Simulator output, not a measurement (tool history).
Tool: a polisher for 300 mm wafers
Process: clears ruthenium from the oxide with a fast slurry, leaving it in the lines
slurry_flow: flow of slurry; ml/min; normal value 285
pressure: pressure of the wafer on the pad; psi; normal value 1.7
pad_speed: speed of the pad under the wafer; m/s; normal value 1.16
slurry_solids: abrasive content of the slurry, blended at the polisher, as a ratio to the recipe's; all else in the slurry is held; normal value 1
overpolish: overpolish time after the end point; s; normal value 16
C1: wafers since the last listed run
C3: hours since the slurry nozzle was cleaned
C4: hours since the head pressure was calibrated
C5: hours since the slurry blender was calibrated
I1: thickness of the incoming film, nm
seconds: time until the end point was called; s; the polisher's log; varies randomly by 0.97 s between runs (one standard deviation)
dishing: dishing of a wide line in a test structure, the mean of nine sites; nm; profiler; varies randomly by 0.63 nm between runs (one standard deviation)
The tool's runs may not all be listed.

run 1 hour=0 | slurry_flow=285 pressure=1.7 pad_speed=1.16 slurry_solids=1 overpolish=16 | C1=0 wafers_polished_on_this_pad=146 C3=144.1 C4=331.4 C5=192 | I1=249.1 | seconds=92.2 dishing=31.1
run 2 hour=36.8 | slurry_flow=285 pressure=1.7 pad_speed=1.16 slurry_solids=1 overpolish=16 | C1=439 wafers_polished_on_this_pad=586 C3=180.9 C4=368.2 C5=228.8 | I1=250.7 | seconds=93.8 dishing=31.3
-- hour=47 worn pad replaced by a new one
run 3 hour=52.1 | slurry_flow=285 pressure=1.7 pad_speed=1.16 slurry_solids=1 overpolish=16 | C1=134 wafers_polished_on_this_pad=61 C3=196.2 C4=383.5 C5=244.1 | I1=252.6 | seconds=93.1 dishing=31
run 4 hour=69.7 | slurry_flow=285 pressure=1.7 pad_speed=1.16 slurry_solids=1 overpolish=16 | C1=210 wafers_polished_on_this_pad=271 C3=213.8 C4=401.1 C5=261.7 | I1=251.2 | seconds=94.8 dishing=30.6
run 5 hour=103.4 | slurry_flow=230 pressure=1.7 pad_speed=1.16 slurry_solids=1 overpolish=16 | C1=402 wafers_polished_on_this_pad=673 C3=247.5 C4=434.8 C5=295.4 | I1=248.2 | seconds=97.3 dishing=29.9
-- hour=108.7 head pressure recalibrated
-- hour=117.4 slurry nozzle cleaned
-- hour=120.6 worn pad replaced by a new one, of another model than before
run 6 hour=121.1 | slurry_flow=230 pressure=1.7 pad_speed=1.16 slurry_solids=1 overpolish=16 | C1=136 wafers_polished_on_this_pad=5 C3=3.7 C4=12.4 C5=313.1 | I1=253 | seconds=87.7 dishing=32.8
run 7 hour=127.7 | slurry_flow=230 pressure=1.7 pad_speed=1.16 slurry_solids=1 overpolish=16 | C1=78 wafers_polished_on_this_pad=84 C3=10.3 C4=19 C5=319.7 | I1=247.5 | seconds=86.1 dishing=33.6
run 8 hour=136 | slurry_flow=285 pressure=1.7 pad_speed=1.16 slurry_solids=1 overpolish=16 | C1=99 wafers_polished_on_this_pad=183 C3=18.6 C4=27.3 C5=328 | I1=248.3 | seconds=86.6 dishing=33
run 9 hour=143.5 | slurry_flow=285 pressure=1.7 pad_speed=1.16 slurry_solids=1 overpolish=16 | C1=89 wafers_polished_on_this_pad=272 C3=26.1 C4=34.8 C5=335.5 | I1=253.9 | seconds=88.7 dishing=32.7
run 10 hour=160.7 | slurry_flow=285 pressure=1.7 pad_speed=1.16 slurry_solids=1 overpolish=16 | C1=205 wafers_polished_on_this_pad=478 C3=43.3 C4=52 C5=352.7 | I1=249.2 | seconds=87.3 dishing=32.9
run 11 hour=167.9 | slurry_flow=285 pressure=1.7 pad_speed=1.16 slurry_solids=1 overpolish=16 | C1=85 wafers_polished_on_this_pad=564 C3=50.5 C4=59.2 C5=359.9 | I1=248.3 | seconds=86.8 dishing=33
run 12 hour=176.1 | slurry_flow=285 pressure=1.4 pad_speed=1.16 slurry_solids=1 overpolish=12 | C1=97 wafers_polished_on_this_pad=662 C3=58.7 C4=67.4 C5=368.1 | I1=246.7 | seconds=99.3 dishing=22.4
-- hour=192.1 worn pad replaced by a new one
run 13 hour=192.8 | slurry_flow=335 pressure=1.4 pad_speed=1.16 slurry_solids=1 overpolish=16 | C1=151 wafers_polished_on_this_pad=7 C3=75.4 C4=84.1 C5=384.8 | I1=251.7 | seconds=100.3 dishing=29
run 14 hour=210.5 | slurry_flow=250 pressure=1.7 pad_speed=1.16 slurry_solids=1 overpolish=24 | C1=211 wafers_polished_on_this_pad=219 C3=93.1 C4=101.8 C5=402.5 | I1=252.6 | seconds=90.2 dishing=42
run 15 hour=222.1 | slurry_flow=285 pressure=1.7 pad_speed=1.16 slurry_solids=1 overpolish=16 | C1=138 wafers_polished_on_this_pad=357 C3=104.7 C4=113.4 C5=414.1 | I1=246.3 | seconds=87 dishing=32
run 16 hour=228.8 | slurry_flow=285 pressure=1.7 pad_speed=1.06 slurry_solids=1 overpolish=23 | C1=79 wafers_polished_on_this_pad=437 C3=111.4 C4=120.1 C5=420.8 | I1=250.9 | seconds=90.3 dishing=41
run 17 hour=240.9 | slurry_flow=285 pressure=1.7 pad_speed=1.16 slurry_solids=1 overpolish=16 | C1=144 wafers_polished_on_this_pad=582 C3=123.5 C4=132.2 C5=432.9 | I1=247.7 | seconds=87.9 dishing=31.9
-- hour=247.6 slurry blender recalibrated
run 18 hour=249.7 | slurry_flow=220 pressure=1.7 pad_speed=1.48 slurry_solids=0.9 overpolish=19 | C1=81 wafers_polished_on_this_pad=663 C3=132.3 C4=141 C5=2.1 | I1=253.9 | seconds=81.4 dishing=39.5
-- hour=255.3 worn pad replaced by a new one
run 19 hour=255.7 | slurry_flow=310 pressure=1.4 pad_speed=0.94 slurry_solids=0.8 overpolish=16 | C1=23 wafers_polished_on_this_pad=5 C3=138.3 C4=147 C5=8.1 | I1=247.8 | seconds=123.2 dishing=25.3
run 20 hour=265 | slurry_flow=285 pressure=1.7 pad_speed=1.16 slurry_solids=0.75 overpolish=16 | C1=111 wafers_polished_on_this_pad=116 C3=147.6 C4=156.3 C5=17.4 | I1=251.1 | seconds=99.4 dishing=29.5
run 21 hour=277.2 | slurry_flow=285 pressure=1.7 pad_speed=1.16 slurry_solids=1 overpolish=16 | C1=145 wafers_polished_on_this_pad=261 C3=159.8 C4=168.5 C5=29.6 | I1=250.8 | seconds=89.9 dishing=32.7
run 22 hour=293.8 | slurry_flow=285 pressure=1.7 pad_speed=1.16 slurry_solids=1 overpolish=16 | C1=198 wafers_polished_on_this_pad=459 C3=176.4 C4=185.1 C5=46.2 | I1=252 | seconds=87.9 dishing=31.4
run 23 hour=306.1 | slurry_flow=285 pressure=2.2 pad_speed=1.16 slurry_solids=0.75 overpolish=16 | C1=146 wafers_polished_on_this_pad=606 C3=188.7 C4=197.4 C5=58.5 | I1=250.6 | seconds=82.9 dishing=34.6
run 24 hour=321.6 | slurry_flow=285 pressure=1.7 pad_speed=1.16 slurry_solids=1 overpolish=13 | C1=185 wafers_polished_on_this_pad=791 C3=204.2 C4=212.9 C5=74 | I1=246.6 | seconds=88 dishing=27.4

Pick out some run-to-run changes in seconds. Of each, how much would a tool without hidden state show as well, from the settings, what came in and chance, and how much is left for the hidden state and any gauge scatter not in both results compared?
Hidden conditions of the tool in this case: removal rate lost through wear of the pad, %; slurry flow missing at the pad, %; deviation of the head's pressure from its setpoint, %; abrasive missing from the slurry, %.
Run 5 -> 6: head pressure recalibrated, slurry nozzle cleaned, worn pad replaced by a new one, of another model than before. seconds -9.6 s: hidden state -9.1, all else -0.5.
Run 18 -> 19: slurry_flow 220 -> 310, pressure 1.7 -> 1.4, pad_speed 1.48 -> 0.94, slurry_solids 0.9 -> 0.8, overpolish 19 -> 16, worn pad replaced by a new one. seconds +41.8 s: hidden state +1.1, all else +40.7.
Run 19 -> 20: slurry_flow 310 -> 285, pressure 1.4 -> 1.7, pad_speed 0.94 -> 1.16, slurry_solids 0.8 -> 0.75. seconds -23.8 s: hidden state -0.4, all else -23.4.

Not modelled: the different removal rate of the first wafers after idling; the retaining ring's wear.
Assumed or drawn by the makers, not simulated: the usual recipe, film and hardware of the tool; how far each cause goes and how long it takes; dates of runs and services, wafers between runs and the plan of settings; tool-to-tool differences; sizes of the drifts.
